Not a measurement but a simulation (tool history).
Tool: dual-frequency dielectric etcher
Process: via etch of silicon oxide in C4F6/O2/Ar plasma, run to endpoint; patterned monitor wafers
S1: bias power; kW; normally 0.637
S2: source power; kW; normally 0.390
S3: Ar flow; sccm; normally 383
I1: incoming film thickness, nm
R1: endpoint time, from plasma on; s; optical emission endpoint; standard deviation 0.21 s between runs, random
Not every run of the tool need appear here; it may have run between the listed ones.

run	hour	S1	S2	S3	I1	R1
1	0.0	0.637	0.390	383	130.5	27.5
# hour 19.4: bias power generator calibrated
2	19.9	0.637	0.390	383	131.6	27.9
3	70.1	0.637	0.390	312	131.1	27.4
4	79.1	0.598	0.390	383	130.5	28.8
5	92.3	0.637	0.390	383	130.5	27.6
6	98.8	0.547	0.490	411	131.2	29.1
7	111.4	0.637	0.390	357	132.2	28.0
8	118.9	0.637	0.430	383	131.7	27.3
9	131.2	0.735	0.390	328	131.1	25.5
10	137.3	0.637	0.390	383	132.0	28.5
11	146.5	0.712	0.420	383	131.3	25.5
# hour 179.5: wet clean of the chamber
12	200.3	0.637	0.390	383	132.9	28.1
13	215.1	0.545	0.390	383	131.2	30.7
# hour 222.3: Ar flow controller replaced
14	227.7	0.559	0.350	416	132.1	31.4
15	233.9	0.637	0.390	449	130.0	28.2
16	243.3	0.506	0.350	418	130.7	33.8
17	256.9	0.637	0.390	383	131.3	27.4
18	266.4	0.637	0.390	383	131.6	27.7
19	285.4	0.637	0.390	383	130.9	27.6
20	296.9	0.561	0.480	346	130.9	28.2
21	303.5	0.749	0.390	457	131.8	25.6
22	319.6	0.529	0.390	354	130.5	31.4
23	337.0	0.547	0.300	413	131.0	33.9
24	350.7	0.576	0.390	429	131.6	30.7
25	362.6	0.574	0.330	457	132.2	32.4
26	372.7	0.592	0.360	304	131.1	29.6
27	381.8	0.637	0.390	449	132.1	28.8
28	392.9	0.589	0.490	472	130.6	28.0

5 options for the next run, each taken on its own from the tool as it stands now. Forecast them:
A	393.3	0.738	0.390	383	131.4	?
B	393.3	0.637	0.300	383	131.4	?
C	393.3	0.637	0.340	383	131.4	?
D	393.3	0.744	0.390	448	131.4	?
E	393.3	0.637	0.470	383	131.4	?

run	R1
A	25.6
B	30.5
C	29.4
D	25.9
E	26.7
The same runs, with their run-to-run variation unchanged, on a tool lacking any hidden condition would have given:
run	R1
A	24.8
B	29.4
C	28.4
D	25.0
E	25.7
